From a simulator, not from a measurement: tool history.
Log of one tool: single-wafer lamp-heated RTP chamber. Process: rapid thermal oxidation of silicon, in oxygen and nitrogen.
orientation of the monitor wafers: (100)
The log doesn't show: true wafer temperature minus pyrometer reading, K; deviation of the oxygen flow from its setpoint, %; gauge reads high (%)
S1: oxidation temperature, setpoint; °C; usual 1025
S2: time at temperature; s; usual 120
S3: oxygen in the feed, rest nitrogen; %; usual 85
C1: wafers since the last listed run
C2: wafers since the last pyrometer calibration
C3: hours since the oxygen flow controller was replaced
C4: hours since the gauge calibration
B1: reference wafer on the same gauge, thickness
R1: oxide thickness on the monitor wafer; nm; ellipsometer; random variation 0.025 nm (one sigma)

run	hour	S1	S2	S3	C1	C2	C3	C4	B1	R1
1	0.0	1025	120	85	0	481	3316.4	1876.5	10.245	8.975
2	25.1	1041	120	85	265	747	3341.5	1901.6	10.249	10.084
3	82.8	1041	120	85	610	1358	3399.2	1959.3	10.251	10.026
4	133.1	1041	120	85	532	1890	3449.5	2009.6	10.246	10.109
5	174.9	1025	120	85	442	2332	3491.3	2051.4	10.259	8.959
6	219.5	1034	120	63	472	2804	3535.9	2096.0	10.250	8.594
7	290.7	1025	120	66	753	3558	3607.1	2167.2	10.253	8.238
8	320.1	1025	120	85	311	3869	3636.5	2196.6	10.247	8.979
9	345.9	1025	120	98	273	4142	3662.3	2222.4	10.241	9.469
10	409.2	1025	120	98	669	4812	3725.6	2285.7	10.247	9.436
11	437.7	1025	120	98	301	5114	3754.1	2314.2	10.248	9.446
12	475.1	1025	120	76	395	5509	3791.5	2351.6	10.248	8.638
13	512.6	1025	120	76	396	5906	3829.0	2389.1	10.252	8.616
14	555.0	1038	77	76	448	6355	3871.4	2431.5	10.250	7.743
15	624.0	1025	120	85	730	7085	3940.4	2500.5	10.253	8.970
16	662.7	1025	120	85	409	7495	3979.1	2539.2	10.246	9.016
# hour 690.6: pyrometer window cleaned and pyrometer calibrated
# hour 695.2: oxygen flow controller replaced
17	704.1	1025	101	63	304	94	8.9	2580.6	10.256	7.455
18	880.1	1025	120	85	1862	1956	184.9	2756.6	10.251	8.991
19	942.0	1048	120	71	655	2611	246.8	2818.5	10.248	9.905
# hour 948.1: gauge calibrated
20	1007.0	1025	120	85	687	3299	311.8	58.9	10.249	8.931
21	1058.6	1001	95	66	546	3845	363.4	110.5	10.248	6.214
22	1100.0	1025	120	85	438	4284	404.8	151.9	10.249	8.942
23	1164.9	1025	120	65	686	4970	469.7	216.8	10.248	8.157
24	1209.6	1047	67	98	473	5443	514.4	261.5	10.240	8.476
25	1276.0	1025	120	85	702	6146	580.8	327.9	10.248	8.990
26	1326.2	1025	120	85	531	6677	631.0	378.1	10.239	8.946
# hour 1368.4: pyrometer window cleaned and pyrometer calibrated
27	1368.9	1035	120	85	367	5	673.7	420.8	10.253	9.694
28	1405.5	1025	158	69	387	393	710.3	457.4	10.257	9.434
29	1454.5	1053	120	70	518	911	759.3	506.4	10.248	10.164
30	1625.1	1025	120	85	1805	2717	929.9	677.0	10.245	8.989
31	1673.9	997	74	77	516	3233	978.7	725.8	10.241	5.689
32	1729.3	1036	120	85	586	3819	1034.1	781.2	10.253	9.748
33	1782.5	1025	150	85	563	4382	1087.3	834.4	10.253	9.957
34	1811.8	1005	120	76	310	4693	1116.6	863.7	10.245	7.470
35	1879.3	1009	120	85	714	5407	1184.1	931.2	10.256	7.960
36	1928.6	1025	172	98	521	5929	1233.4	980.5	10.250	11.181
# hour 2001.6: pyrometer window cleaned and pyrometer calibrated
37	2002.1	1025	120	85	693	4	1306.9	1054.0	10.252	9.016
38	2059.3	1035	120	85	605	610	1364.1	1111.2	10.257	9.657

What the log doesn't show, run by run:
true wafer temperature minus pyrometer reading, K: 0 in every run
deviation of the oxygen flow from its setpoint, %: 0 in every run
gauge reads high (%): 0 in every run
